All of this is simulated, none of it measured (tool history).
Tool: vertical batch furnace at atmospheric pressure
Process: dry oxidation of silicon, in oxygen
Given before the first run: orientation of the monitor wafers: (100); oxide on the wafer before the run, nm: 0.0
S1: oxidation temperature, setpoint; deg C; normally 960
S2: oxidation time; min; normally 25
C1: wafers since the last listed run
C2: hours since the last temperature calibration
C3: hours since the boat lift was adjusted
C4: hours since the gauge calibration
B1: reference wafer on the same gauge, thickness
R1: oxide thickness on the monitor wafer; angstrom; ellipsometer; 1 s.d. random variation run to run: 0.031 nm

run   hour   S1    S2   C1      C2      C3     C4     B1     R1
  1      0  960    25    0  2882.5  6050.5  153.8  24.55  206.1
  2    6.7  960    25  108  2889.2  6057.2  160.5  24.55  205.6
      13.1  -- gauge calibrated
  3     16  960    25  151  2898.5  6066.5    2.9  24.71  207.4
  4   29.3  960  30.5  216  2911.8  6079.8   16.2  24.69    235
  5   41.2  960  30.5  193  2923.7  6091.7   28.1  24.68  234.7
  6   54.7  960  17.5  219  2937.2  6105.2   41.6  24.66  165.8
  7   62.9  960  17.5  133  2945.4  6113.4   49.8  24.67  165.8
  8   80.4  960  17.5  284  2962.9  6130.9   67.3  24.64  165.7
  9     93  946    25  204  2975.5  6143.5   79.9  24.64  175.8
 10    105  960    25  195  2987.5  6155.5   91.9  24.62  206.8
 11  113.3  960    25  134  2995.8  6163.8  100.2   24.6  206.7
 12  126.8  947    30  219  3009.3  6177.3  113.7  24.59  199.6
 13  142.7  984    18  258  3025.2  6193.2  129.6  24.58  210.5
     177.9  -- gauge calibrated
     181.4  -- thermocouples replaced and temperature profile calibrated
 14  181.9  960    25  247     0.5  6232.4      4   24.7  207.4
 15  186.1  960    13   68     4.7  6236.6    8.2  24.68  137.2
 16  190.3  953  34.5    3     8.9  6240.8   12.4  24.67  234.8
     210.3  -- boat lift adjusted
 17  210.8  981  19.5    7    29.4     0.5   32.9  24.67  214.9
 18  215.1  960    25   69    33.7     4.8   37.2  24.66  207.1
 19  227.9  981    20  208    46.5    17.6     50  24.65  217.8
 20  245.7  943    31  289    64.3    35.4   67.8  24.64  194.9
 21  263.6  947    13  291    82.2    53.3   85.7  24.61  115.1

Each row is a separate what-if for the run after 21, all from the same tool condition, not one after another. Results?
  A  267.9  960  25  69  86.5  57.6  90   ?   ?
  B  267.9  953  31  69  86.5  57.6  90   ?   ?
  C  267.9  960  36  69  86.5  57.6  90   ?   ?
  D  267.9  960  14  69  86.5  57.6  90   ?   ?

run     B1     R1
  A  24.61  206.5
  B  24.61  218.9
  C  24.61  258.5
  D  24.61  143.4
Without the tool's hidden state the same runs would have given:
run     R1
  A  207.3
  B  219.7
  C  259.4
  D  143.9

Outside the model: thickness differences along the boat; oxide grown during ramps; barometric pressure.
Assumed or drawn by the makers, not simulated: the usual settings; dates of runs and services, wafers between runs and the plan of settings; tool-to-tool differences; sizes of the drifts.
